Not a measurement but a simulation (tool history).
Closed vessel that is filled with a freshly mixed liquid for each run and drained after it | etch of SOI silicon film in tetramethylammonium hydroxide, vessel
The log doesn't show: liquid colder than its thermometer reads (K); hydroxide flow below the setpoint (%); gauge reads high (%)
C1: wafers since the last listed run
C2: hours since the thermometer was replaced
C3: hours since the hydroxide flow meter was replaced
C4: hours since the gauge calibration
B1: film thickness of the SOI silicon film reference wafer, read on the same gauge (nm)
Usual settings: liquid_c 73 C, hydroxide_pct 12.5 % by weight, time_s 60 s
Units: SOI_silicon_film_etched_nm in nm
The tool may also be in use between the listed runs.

run 1 hour=0 | liquid_c=73 hydroxide_pct=11 time_s=60 | C1=0 C2=735.3 C3=1395.2 C4=194 | B1=59.99 | SOI_silicon_film_etched_nm=493.25
run 2 hour=12.9 | liquid_c=73 hydroxide_pct=11 time_s=60 | C1=1492 C2=748.2 C3=1408.1 C4=206.9 | B1=60.01 | SOI_silicon_film_etched_nm=486.08
run 3 hour=27.7 | liquid_c=73 hydroxide_pct=11 time_s=60 | C1=1712 C2=763 C3=1422.9 C4=221.7 | B1=60 | SOI_silicon_film_etched_nm=489.62
run 4 hour=35.9 | liquid_c=73 hydroxide_pct=12.5 time_s=60 | C1=948 C2=771.2 C3=1431.1 C4=229.9 | B1=60.01 | SOI_silicon_film_etched_nm=464.8
run 5 hour=45.5 | liquid_c=73 hydroxide_pct=12.5 time_s=60 | C1=1110 C2=780.8 C3=1440.7 C4=239.5 | B1=60 | SOI_silicon_film_etched_nm=463.67
run 6 hour=54.7 | liquid_c=73 hydroxide_pct=12.5 time_s=60 | C1=1064 C2=790 C3=1449.9 C4=248.7 | B1=60.01 | SOI_silicon_film_etched_nm=462.1
run 7 hour=68.6 | liquid_c=73 hydroxide_pct=12.5 time_s=60 | C1=1608 C2=803.9 C3=1463.8 C4=262.6 | B1=60.01 | SOI_silicon_film_etched_nm=465.44
run 8 hour=118.2 | liquid_c=73 hydroxide_pct=12.5 time_s=60 | C1=5740 C2=853.5 C3=1513.4 C4=312.2 | B1=60.01 | SOI_silicon_film_etched_nm=467.66
-- hour=127.2 gauge calibrated
run 9 hour=133.8 | liquid_c=73 hydroxide_pct=10 time_s=60 | C1=1805 C2=869.1 C3=1529 C4=6.6 | B1=59.98 | SOI_silicon_film_etched_nm=497.84
run 10 hour=182.4 | liquid_c=73 hydroxide_pct=10 time_s=60 | C1=5624 C2=917.7 C3=1577.6 C4=55.2 | B1=59.99 | SOI_silicon_film_etched_nm=497.95
run 11 hour=198.6 | liquid_c=73 hydroxide_pct=10 time_s=60 | C1=1874 C2=933.9 C3=1593.8 C4=71.4 | B1=59.98 | SOI_silicon_film_etched_nm=502.8
run 12 hour=207.8 | liquid_c=78.5 hydroxide_pct=12.5 time_s=60 | C1=1064 C2=943.1 C3=1603 C4=80.6 | B1=60.01 | SOI_silicon_film_etched_nm=632.76
-- hour=221.1 thermometer replaced
run 13 hour=223 | liquid_c=73 hydroxide_pct=12.5 time_s=60 | C1=1643 C2=1.9 C3=1618.2 C4=95.8 | B1=60 | SOI_silicon_film_etched_nm=496.1
run 14 hour=230.3 | liquid_c=76.5 hydroxide_pct=12.5 time_s=60 | C1=844 C2=9.2 C3=1625.5 C4=103.1 | B1=59.99 | SOI_silicon_film_etched_nm=595.54
run 15 hour=248.1 | liquid_c=73 hydroxide_pct=12.5 time_s=60 | C1=2059 C2=27 C3=1643.3 C4=120.9 | B1=59.98 | SOI_silicon_film_etched_nm=488.15
run 16 hour=265.7 | liquid_c=73 hydroxide_pct=12.5 time_s=60 | C1=2036 C2=44.6 C3=1660.9 C4=138.5 | B1=60.02 | SOI_silicon_film_etched_nm=489.73
run 17 hour=271.8 | liquid_c=73 hydroxide_pct=10 time_s=60 | C1=705 C2=50.7 C3=1667 C4=144.6 | B1=59.98 | SOI_silicon_film_etched_nm=525.2
run 18 hour=289.2 | liquid_c=73 hydroxide_pct=12.5 time_s=60 | C1=2013 C2=68.1 C3=1684.4 C4=162 | B1=60.04 | SOI_silicon_film_etched_nm=483.72
run 19 hour=297 | liquid_c=73 hydroxide_pct=15.5 time_s=30 | C1=902 C2=75.9 C3=1692.2 C4=169.8 | B1=59.99 | SOI_silicon_film_etched_nm=222.32
run 20 hour=311.9 | liquid_c=73 hydroxide_pct=9 time_s=60 | C1=1724 C2=90.8 C3=1707.1 C4=184.7 | B1=60 | SOI_silicon_film_etched_nm=551.56
run 21 hour=326.9 | liquid_c=66 hydroxide_pct=9.5 time_s=30 | C1=1735 C2=105.8 C3=1722.1 C4=199.7 | B1=60.01 | SOI_silicon_film_etched_nm=178.15
run 22 hour=341.5 | liquid_c=70.5 hydroxide_pct=13.5 time_s=60 | C1=1689 C2=120.4 C3=1736.7 C4=214.3 | B1=59.99 | SOI_silicon_film_etched_nm=399.07
run 23 hour=347.7 | liquid_c=76.5 hydroxide_pct=10.5 time_s=45 | C1=717 C2=126.6 C3=1742.9 C4=220.5 | B1=60.01 | SOI_silicon_film_etched_nm=475.72
-- hour=349.9 hydroxide flow meter replaced
run 24 hour=365.5 | liquid_c=80.5 hydroxide_pct=15 time_s=90 | C1=1944 C2=144.4 C3=15.6 C4=238.3 | B1=59.98 | SOI_silicon_film_etched_nm=1009.06
run 25 hour=381.4 | liquid_c=73 hydroxide_pct=12.5 time_s=50 | C1=1840 C2=160.3 C3=31.5 C4=254.2 | B1=60.01 | SOI_silicon_film_etched_nm=403.16
run 26 hour=390.8 | liquid_c=65.5 hydroxide_pct=12.5 time_s=50 | C1=1087 C2=169.7 C3=40.9 C4=263.6 | B1=60 | SOI_silicon_film_etched_nm=260.36
run 27 hour=407.8 | liquid_c=73 hydroxide_pct=12.5 time_s=60 | C1=1967 C2=186.7 C3=57.9 C4=280.6 | B1=60.02 | SOI_silicon_film_etched_nm=482.23
run 28 hour=415.1 | liquid_c=73 hydroxide_pct=12.5 time_s=60 | C1=844 C2=194 C3=65.2 C4=287.9 | B1=60 | SOI_silicon_film_etched_nm=487.05
run 29 hour=424.3 | liquid_c=73 hydroxide_pct=12.5 time_s=60 | C1=1064 C2=203.2 C3=74.4 C4=297.1 | B1=60 | SOI_silicon_film_etched_nm=486.48
run 30 hour=432.2 | liquid_c=75.5 hydroxide_pct=12.5 time_s=60 | C1=914 C2=211.1 C3=82.3 C4=305 | B1=59.96 | SOI_silicon_film_etched_nm=558.21
run 31 hour=438.4 | liquid_c=80.5 hydroxide_pct=11 time_s=60 | C1=717 C2=217.3 C3=88.5 C4=311.2 | B1=59.97 | SOI_silicon_film_etched_nm=767.8
run 32 hour=447.6 | liquid_c=69 hydroxide_pct=15 time_s=30 | C1=1064 C2=226.5 C3=97.7 C4=320.4 | B1=60.02 | SOI_silicon_film_etched_nm=175.01
-- hour=453.2 gauge calibrated
run 33 hour=458.4 | liquid_c=73 hydroxide_pct=16 time_s=60 | C1=1249 C2=237.3 C3=108.5 C4=5.2 | B1=60 | SOI_silicon_film_etched_nm=431.28
run 34 hour=473.4 | liquid_c=73 hydroxide_pct=12.5 time_s=60 | C1=1735 C2=252.3 C3=123.5 C4=20.2 | B1=59.99 | SOI_silicon_film_etched_nm=478.64

Hidden state or all else? Some run-to-run changes of SOI_silicon_film_etched_nm, split into what the settings, what came in and random variation would give without the hidden state, and what is left for the hidden state (with any gauge scatter that isn't in both results):
Run 12 -> 13: liquid_c 78.5 -> 73, thermometer replaced. SOI_silicon_film_etched_nm -136.66 nm: hidden state +35.59, all else -172.25.
Run 23 -> 24: liquid_c 76.5 -> 80.5, hydroxide_pct 10.5 -> 15, time_s 45 -> 90, hydroxide flow meter replaced. SOI_silicon_film_etched_nm +533.34 nm: hidden state -8.11, all else +541.45.
Run 24 -> 25: liquid_c 80.5 -> 73, hydroxide_pct 15 -> 12.5, time_s 90 -> 50. SOI_silicon_film_etched_nm -605.9 nm: hidden state +8.27, all else -614.17.
Run 31 -> 32: liquid_c 80.5 -> 69, hydroxide_pct 11 -> 15, time_s 60 -> 30. SOI_silicon_film_etched_nm -592.79 nm: hidden state +10.59, all else -603.38.
